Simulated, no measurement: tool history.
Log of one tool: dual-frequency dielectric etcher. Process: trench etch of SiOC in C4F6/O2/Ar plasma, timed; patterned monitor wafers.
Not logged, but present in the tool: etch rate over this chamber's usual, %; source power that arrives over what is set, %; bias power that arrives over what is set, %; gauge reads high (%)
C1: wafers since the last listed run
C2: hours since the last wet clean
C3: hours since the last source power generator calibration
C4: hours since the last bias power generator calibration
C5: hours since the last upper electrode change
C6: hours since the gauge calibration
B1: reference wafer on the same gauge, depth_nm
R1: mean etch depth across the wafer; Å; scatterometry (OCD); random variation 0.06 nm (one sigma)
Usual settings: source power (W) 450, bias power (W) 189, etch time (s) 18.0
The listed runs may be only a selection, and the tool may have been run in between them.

run 1 hour=0.0 | source_power_(W)=450 bias_power_(W)=189 etch_time_(s)=20.0 | C1=0 C2=0.5 C3=1698.7 C4=2871.1 C5=1761.0 C6=788.5 | B1=41.09 | R1=415.7
run 2 hour=2.1 | source_power_(W)=450 bias_power_(W)=189 etch_time_(s)=18.0 | C1=26 C2=2.6 C3=1700.8 C4=2873.2 C5=1763.1 C6=790.6 | B1=41.09 | R1=374.6
run 3 hour=23.7 | source_power_(W)=450 bias_power_(W)=189 etch_time_(s)=18.0 | C1=275 C2=24.2 C3=1722.4 C4=2894.8 C5=1784.7 C6=812.2 | B1=41.10 | R1=374.1
run 4 hour=39.4 | source_power_(W)=450 bias_power_(W)=189 etch_time_(s)=18.0 | C1=200 C2=39.9 C3=1738.1 C4=2910.5 C5=1800.4 C6=827.9 | B1=41.08 | R1=374.4
run 5 hour=131.1 | source_power_(W)=450 bias_power_(W)=189 etch_time_(s)=22.5 | C1=1169 C2=131.6 C3=1829.8 C4=3002.2 C5=1892.1 C6=919.6 | B1=41.11 | R1=467.5
-- hour=144.3 gauge calibrated
run 6 hour=165.8 | source_power_(W)=450 bias_power_(W)=189 etch_time_(s)=18.0 | C1=442 C2=166.3 C3=1864.5 C4=3036.9 C5=1926.8 C6=21.5 | B1=41.11 | R1=373.0
run 7 hour=185.9 | source_power_(W)=450 bias_power_(W)=189 etch_time_(s)=18.0 | C1=256 C2=186.4 C3=1884.6 C4=3057.0 C5=1946.9 C6=41.6 | B1=41.10 | R1=373.6
run 8 hour=209.9 | source_power_(W)=450 bias_power_(W)=189 etch_time_(s)=18.0 | C1=305 C2=210.4 C3=1908.6 C4=3081.0 C5=1970.9 C6=65.6 | B1=41.10 | R1=372.9
run 9 hour=239.3 | source_power_(W)=450 bias_power_(W)=201 etch_time_(s)=16.5 | C1=374 C2=239.8 C3=1938.0 C4=3110.4 C5=2000.3 C6=95.0 | B1=41.09 | R1=351.7
run 10 hour=265.1 | source_power_(W)=450 bias_power_(W)=189 etch_time_(s)=18.0 | C1=328 C2=265.6 C3=1963.8 C4=3136.2 C5=2026.1 C6=120.8 | B1=41.11 | R1=374.5
run 11 hour=293.1 | source_power_(W)=450 bias_power_(W)=189 etch_time_(s)=18.0 | C1=356 C2=293.6 C3=1991.8 C4=3164.2 C5=2054.1 C6=148.8 | B1=41.11 | R1=373.6
run 12 hour=311.3 | source_power_(W)=520 bias_power_(W)=169 etch_time_(s)=20.5 | C1=232 C2=311.8 C3=2010.0 C4=3182.4 C5=2072.3 C6=167.0 | B1=41.10 | R1=426.2
run 13 hour=335.9 | source_power_(W)=450 bias_power_(W)=233 etch_time_(s)=16.0 | C1=313 C2=336.4 C3=2034.6 C4=3207.0 C5=2096.9 C6=191.6 | B1=41.11 | R1=362.0
-- hour=347.7 bias power generator calibrated
run 14 hour=367.2 | source_power_(W)=450 bias_power_(W)=189 etch_time_(s)=18.0 | C1=348 C2=367.7 C3=2065.9 C4=19.5 C5=2128.2 C6=222.9 | B1=41.09 | R1=381.9
run 15 hour=399.7 | source_power_(W)=450 bias_power_(W)=208 etch_time_(s)=12.5 | C1=414 C2=400.2 C3=2098.4 C4=52.0 C5=2160.7 C6=255.4 | B1=41.11 | R1=275.4
run 16 hour=434.7 | source_power_(W)=390 bias_power_(W)=144 etch_time_(s)=18.0 | C1=446 C2=435.2 C3=2133.4 C4=87.0 C5=2195.7 C6=290.4 | B1=41.10 | R1=320.7
-- hour=470.2 upper electrode replaced
run 17 hour=470.7 | source_power_(W)=480 bias_power_(W)=213 etch_time_(s)=15.0 | C1=152 C2=471.2 C3=2169.4 C4=123.0 C5=0.5 C6=326.4 | B1=41.11 | R1=341.0
run 18 hour=487.2 | source_power_(W)=350 bias_power_(W)=224 etch_time_(s)=14.0 | C1=210 C2=487.7 C3=2185.9 C4=139.5 C5=17.0 C6=342.9 | B1=41.11 | R1=292.7
-- hour=501.4 source power generator calibrated
-- hour=513.2 wet clean of the chamber
run 19 hour=513.7 | source_power_(W)=340 bias_power_(W)=224 etch_time_(s)=14.5 | C1=136 C2=0.5 C3=12.3 C4=166.0 C5=43.5 C6=369.4 | B1=41.10 | R1=304.2
run 20 hour=531.3 | source_power_(W)=450 bias_power_(W)=146 etch_time_(s)=15.0 | C1=224 C2=18.1 C3=29.9 C4=183.6 C5=61.1 C6=387.0 | B1=41.10 | R1=287.0
run 21 hour=545.0 | source_power_(W)=370 bias_power_(W)=154 etch_time_(s)=18.0 | C1=174 C2=31.8 C3=43.6 C4=197.3 C5=74.8 C6=400.7 | B1=41.08 | R1=329.4
run 22 hour=564.2 | source_power_(W)=550 bias_power_(W)=156 etch_time_(s)=18.0 | C1=244 C2=51.0 C3=62.8 C4=216.5 C5=94.0 C6=419.9 | B1=41.10 | R1=380.5
run 23 hour=578.7 | source_power_(W)=400 bias_power_(W)=143 etch_time_(s)=23.5 | C1=184 C2=65.5 C3=77.3 C4=231.0 C5=108.5 C6=434.4 | B1=41.11 | R1=428.3
run 24 hour=607.3 | source_power_(W)=450 bias_power_(W)=189 etch_time_(s)=22.5 | C1=364 C2=94.1 C3=105.9 C4=259.6 C5=137.1 C6=463.0 | B1=41.08 | R1=480.6
run 25 hour=631.7 | source_power_(W)=450 bias_power_(W)=152 etch_time_(s)=21.0 | C1=311 C2=118.5 C3=130.3 C4=284.0 C5=161.5 C6=487.4 | B1=41.11 | R1=408.1
run 26 hour=648.6 | source_power_(W)=340 bias_power_(W)=148 etch_time_(s)=18.0 | C1=215 C2=135.4 C3=147.2 C4=300.9 C5=178.4 C6=504.3 | B1=41.10 | R1=313.3
run 27 hour=685.2 | source_power_(W)=350 bias_power_(W)=189 etch_time_(s)=16.0 | C1=466 C2=172.0 C3=183.8 C4=337.5 C5=215.0 C6=540.9 | B1=41.09 | R1=313.5
run 28 hour=697.4 | source_power_(W)=450 bias_power_(W)=189 etch_time_(s)=18.0 | C1=155 C2=184.2 C3=196.0 C4=349.7 C5=227.2 C6=553.1 | B1=41.11 | R1=382.8
run 29 hour=728.4 | source_power_(W)=450 bias_power_(W)=189 etch_time_(s)=18.0 | C1=395 C2=215.2 C3=227.0 C4=380.7 C5=258.2 C6=584.1 | B1=41.08 | R1=382.6

Forecast each of these 5 alternatives for the next run:
run A hour=728.8 | source_power_(W)=450 bias_power_(W)=189 etch_time_(s)=18.0 | C1=5 C2=215.6 C3=227.4 C4=381.1 C5=258.6 C6=584.5 | B1=? | R1=?
run B hour=728.8 | source_power_(W)=500 bias_power_(W)=157 etch_time_(s)=21.0 | C1=5 C2=215.6 C3=227.4 C4=381.1 C5=258.6 C6=584.5 | B1=? | R1=?
run C hour=728.8 | source_power_(W)=530 bias_power_(W)=223 etch_time_(s)=18.0 | C1=5 C2=215.6 C3=227.4 C4=381.1 C5=258.6 C6=584.5 | B1=? | R1=?
run D hour=728.8 | source_power_(W)=370 bias_power_(W)=189 etch_time_(s)=15.0 | C1=5 C2=215.6 C3=227.4 C4=381.1 C5=258.6 C6=584.5 | B1=? | R1=?
run E hour=728.8 | source_power_(W)=510 bias_power_(W)=212 etch_time_(s)=20.0 | C1=5 C2=215.6 C3=227.4 C4=381.1 C5=258.6 C6=584.5 | B1=? | R1=?

run=A B1=41.10 R1=382.6
run=B B1=41.10 R1=427.7
run=C B1=41.10 R1=434.0
run=D B1=41.10 R1=298.5
run=E B1=41.10 R1=465.9
With the hidden condition removed and each run's random variation left untouched, the same runs would have given:
run=A R1=388.2
run=B R1=433.8
run=C R1=440.5
run=D R1=302.9
run=E R1=472.8
